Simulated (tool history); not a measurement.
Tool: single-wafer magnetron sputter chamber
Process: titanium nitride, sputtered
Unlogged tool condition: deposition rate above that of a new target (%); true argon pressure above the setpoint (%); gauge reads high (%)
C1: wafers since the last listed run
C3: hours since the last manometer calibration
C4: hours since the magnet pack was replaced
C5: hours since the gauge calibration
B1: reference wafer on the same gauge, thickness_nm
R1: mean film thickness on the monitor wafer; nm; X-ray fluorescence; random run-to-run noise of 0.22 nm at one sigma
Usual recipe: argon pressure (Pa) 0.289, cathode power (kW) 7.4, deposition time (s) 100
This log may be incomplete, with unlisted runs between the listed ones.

{"run": 1, "hour": 0.0, "argon pressure (Pa)": 0.22, "cathode power (kW)": 7.4, "deposition time (s)": 100, "C1": 0, "wafers on the sputter target": 2852, "C3": 2561.6, "C4": 8181.9, "C5": 787.7, "B1": 105.026, "R1": 135.527}
{"run": 2, "hour": 30.9, "argon pressure (Pa)": 0.22, "cathode power (kW)": 7.4, "deposition time (s)": 100, "C1": 570, "wafers on the sputter target": 3422, "C3": 2592.5, "C4": 8212.8, "C5": 818.6, "B1": 105.049, "R1": 135.738}
{"run": 3, "hour": 52.3, "argon pressure (Pa)": 0.289, "cathode power (kW)": 7.4, "deposition time (s)": 100, "C1": 394, "wafers on the sputter target": 3817, "C3": 2613.9, "C4": 8234.2, "C5": 840, "B1": 104.991, "R1": 131.305}
{"run": 4, "hour": 81.9, "argon pressure (Pa)": 0.289, "cathode power (kW)": 7.4, "deposition time (s)": 100, "C1": 546, "wafers on the sputter target": 4364, "C3": 2643.5, "C4": 8263.8, "C5": 869.6, "B1": 105.061, "R1": 131.175}
{"run": 5, "hour": 110.8, "argon pressure (Pa)": 0.289, "cathode power (kW)": 7.4, "deposition time (s)": 100, "C1": 533, "wafers on the sputter target": 4897, "C3": 2672.4, "C4": 8292.7, "C5": 898.5, "B1": 104.993, "R1": 131.163}
{"run": 6, "hour": 125.7, "argon pressure (Pa)": 0.254, "cathode power (kW)": 7.4, "deposition time (s)": 100, "C1": 275, "wafers on the sputter target": 5172, "C3": 2687.3, "C4": 8307.6, "C5": 913.4, "B1": 105, "R1": 133.231}
{"run": 7, "hour": 150.5, "argon pressure (Pa)": 0.254, "cathode power (kW)": 7.4, "deposition time (s)": 100, "C1": 457, "wafers on the sputter target": 5630, "C3": 2712.1, "C4": 8332.4, "C5": 938.2, "B1": 105.025, "R1": 133.444}
{"run": 8, "hour": 166.3, "argon pressure (Pa)": 0.254, "cathode power (kW)": 7.4, "deposition time (s)": 100, "C1": 291, "wafers on the sputter target": 5921, "C3": 2727.9, "C4": 8348.2, "C5": 954, "B1": 104.962, "R1": 133.301}
{"run": 9, "hour": 185.0, "argon pressure (Pa)": 0.289, "cathode power (kW)": 7.4, "deposition time (s)": 100, "C1": 345, "wafers on the sputter target": 6267, "C3": 2746.6, "C4": 8366.9, "C5": 972.7, "B1": 104.979, "R1": 131.199}
{"run": 10, "hour": 244.6, "argon pressure (Pa)": 0.289, "cathode power (kW)": 7.4, "deposition time (s)": 100, "C1": 1100, "wafers on the sputter target": 7367, "C3": 2806.2, "C4": 8426.5, "C5": 1032.3, "B1": 104.966, "R1": 130.841}
{"hour": 248.1, "done": "gauge calibrated"}
{"run": 11, "hour": 258.1, "argon pressure (Pa)": 0.289, "cathode power (kW)": 7.4, "deposition time (s)": 100, "C1": 249, "wafers on the sputter target": 7616, "C3": 2819.7, "C4": 8440, "C5": 10, "B1": 105.008, "R1": 130.741}
{"run": 12, "hour": 291.2, "argon pressure (Pa)": 0.289, "cathode power (kW)": 7.4, "deposition time (s)": 100, "C1": 610, "wafers on the sputter target": 8227, "C3": 2852.8, "C4": 8473.1, "C5": 43.1, "B1": 104.989, "R1": 131.237}
{"run": 13, "hour": 304.0, "argon pressure (Pa)": 0.289, "cathode power (kW)": 7.4, "deposition time (s)": 100, "C1": 236, "wafers on the sputter target": 8463, "C3": 2865.6, "C4": 8485.9, "C5": 55.9, "B1": 104.971, "R1": 130.68}
{"run": 14, "hour": 338.1, "argon pressure (Pa)": 0.289, "cathode power (kW)": 7.4, "deposition time (s)": 100, "C1": 629, "wafers on the sputter target": 9092, "C3": 2899.7, "C4": 8520, "C5": 90, "B1": 104.984, "R1": 130.513}
{"run": 15, "hour": 357.2, "argon pressure (Pa)": 0.289, "cathode power (kW)": 7.4, "deposition time (s)": 100, "C1": 352, "wafers on the sputter target": 9445, "C3": 2918.8, "C4": 8539.1, "C5": 109.1, "B1": 105.007, "R1": 130.228}
{"hour": 372.1, "done": "sputter target and shields replaced"}
{"run": 16, "hour": 375.6, "argon pressure (Pa)": 0.289, "cathode power (kW)": 6.6, "deposition time (s)": 100, "C1": 191, "wafers on the sputter target": 65, "C3": 2937.2, "C4": 8557.5, "C5": 127.5, "B1": 105.088, "R1": 118.49}
{"hour": 396.5, "done": "magnet pack replaced"}
{"run": 17, "hour": 407.8, "argon pressure (Pa)": 0.289, "cathode power (kW)": 7.4, "deposition time (s)": 100, "C1": 446, "wafers on the sputter target": 512, "C3": 2969.4, "C4": 11.3, "C5": 159.7, "B1": 105.017, "R1": 132.268}
{"hour": 438.6, "done": "capacitance manometer re-zeroed and calibrated"}
{"run": 18, "hour": 440.1, "argon pressure (Pa)": 0.207, "cathode power (kW)": 7.4, "deposition time (s)": 117, "C1": 448, "wafers on the sputter target": 960, "C3": 1.5, "C4": 43.6, "C5": 192, "B1": 105.002, "R1": 158.369}
{"run": 19, "hour": 469.5, "argon pressure (Pa)": 0.289, "cathode power (kW)": 7.4, "deposition time (s)": 100, "C1": 542, "wafers on the sputter target": 1503, "C3": 30.9, "C4": 73, "C5": 221.4, "B1": 104.967, "R1": 128.737}
{"run": 20, "hour": 490.3, "argon pressure (Pa)": 0.289, "cathode power (kW)": 7.4, "deposition time (s)": 100, "C1": 383, "wafers on the sputter target": 1887, "C3": 51.7, "C4": 93.8, "C5": 242.2, "B1": 105.063, "R1": 128.291}
{"run": 21, "hour": 516.9, "argon pressure (Pa)": 0.289, "cathode power (kW)": 8.75, "deposition time (s)": 83, "C1": 490, "wafers on the sputter target": 2378, "C3": 78.3, "C4": 120.4, "C5": 268.8, "B1": 104.946, "R1": 124.887}
{"run": 22, "hour": 550.3, "argon pressure (Pa)": 0.289, "cathode power (kW)": 7.4, "deposition time (s)": 100, "C1": 616, "wafers on the sputter target": 2994, "C3": 111.7, "C4": 153.8, "C5": 302.2, "B1": 104.994, "R1": 128.446}
{"run": 23, "hour": 567.1, "argon pressure (Pa)": 0.289, "cathode power (kW)": 7.4, "deposition time (s)": 100, "C1": 310, "wafers on the sputter target": 3304, "C3": 128.5, "C4": 170.6, "C5": 319, "B1": 105.008, "R1": 128.058}
{"run": 24, "hour": 581.4, "argon pressure (Pa)": 0.36, "cathode power (kW)": 7.4, "deposition time (s)": 85, "C1": 263, "wafers on the sputter target": 3568, "C3": 142.8, "C4": 184.9, "C5": 333.3, "B1": 105.021, "R1": 104.06}
{"run": 25, "hour": 606.8, "argon pressure (Pa)": 0.319, "cathode power (kW)": 7.4, "deposition time (s)": 94, "C1": 468, "wafers on the sputter target": 4037, "C3": 168.2, "C4": 210.3, "C5": 358.7, "B1": 105.086, "R1": 118.237}
{"run": 26, "hour": 639.5, "argon pressure (Pa)": 0.289, "cathode power (kW)": 7.4, "deposition time (s)": 112, "C1": 603, "wafers on the sputter target": 4640, "C3": 200.9, "C4": 243, "C5": 391.4, "B1": 105.015, "R1": 143.53}
{"run": 27, "hour": 662.4, "argon pressure (Pa)": 0.289, "cathode power (kW)": 7.4, "deposition time (s)": 100, "C1": 422, "wafers on the sputter target": 5063, "C3": 223.8, "C4": 265.9, "C5": 414.3, "B1": 104.939, "R1": 128.012}
{"run": 28, "hour": 692.6, "argon pressure (Pa)": 0.351, "cathode power (kW)": 7.4, "deposition time (s)": 116, "C1": 557, "wafers on the sputter target": 5620, "C3": 254, "C4": 296.1, "C5": 444.5, "B1": 105.021, "R1": 142.925}
{"run": 29, "hour": 708.2, "argon pressure (Pa)": 0.241, "cathode power (kW)": 5.6, "deposition time (s)": 100, "C1": 287, "wafers on the sputter target": 5908, "C3": 269.6, "C4": 311.7, "C5": 460.1, "B1": 105.098, "R1": 101.223}
{"run": 30, "hour": 730.3, "argon pressure (Pa)": 0.246, "cathode power (kW)": 7.95, "deposition time (s)": 106, "C1": 407, "wafers on the sputter target": 6316, "C3": 291.7, "C4": 333.8, "C5": 482.2, "B1": 104.97, "R1": 148.464}
{"run": 31, "hour": 748.4, "argon pressure (Pa)": 0.238, "cathode power (kW)": 7.4, "deposition time (s)": 100, "C1": 334, "wafers on the sputter target": 6650, "C3": 309.8, "C4": 351.9, "C5": 500.3, "B1": 105.027, "R1": 131.904}
{"run": 32, "hour": 770.0, "argon pressure (Pa)": 0.22, "cathode power (kW)": 7.4, "deposition time (s)": 100, "C1": 398, "wafers on the sputter target": 7049, "C3": 331.4, "C4": 373.5, "C5": 521.9, "B1": 104.956, "R1": 133.373}
{"run": 33, "hour": 794.2, "argon pressure (Pa)": 0.238, "cathode power (kW)": 7.4, "deposition time (s)": 100, "C1": 446, "wafers on the sputter target": 7496, "C3": 355.6, "C4": 397.7, "C5": 546.1, "B1": 105.008, "R1": 131.776}
{"run": 34, "hour": 806.3, "argon pressure (Pa)": 0.339, "cathode power (kW)": 6.5, "deposition time (s)": 119, "C1": 223, "wafers on the sputter target": 7719, "C3": 367.7, "C4": 409.8, "C5": 558.2, "B1": 105.042, "R1": 129.712}

Had the tool no unlogged condition, and each run kept its random variation, what would the results have been?
run=1 R1=133.865
run=2 R1=134.087
run=3 R1=128.542
run=4 R1=128.416
run=5 R1=128.413
run=6 R1=131.081
run=7 R1=131.319
run=8 R1=131.201
run=9 R1=128.507
run=10 R1=128.241
run=11 R1=128.166
run=12 R1=128.719
run=13 R1=128.201
run=14 R1=128.12
run=15 R1=127.891
run=16 R1=115.146
run=17 R1=128.462
run=18 R1=158.39
run=19 R1=128.742
run=20 R1=128.319
run=21 R1=124.946
run=22 R1=128.559
run=23 R1=128.201
run=24 R1=104.172
run=25 R1=118.431
run=26 R1=143.87
run=27 R1=128.376
run=28 R1=143.39
run=29 R1=101.642
run=30 R1=149.161
run=31 R1=132.595
run=32 R1=134.171
run=33 R1=132.651
run=34 R1=130.546

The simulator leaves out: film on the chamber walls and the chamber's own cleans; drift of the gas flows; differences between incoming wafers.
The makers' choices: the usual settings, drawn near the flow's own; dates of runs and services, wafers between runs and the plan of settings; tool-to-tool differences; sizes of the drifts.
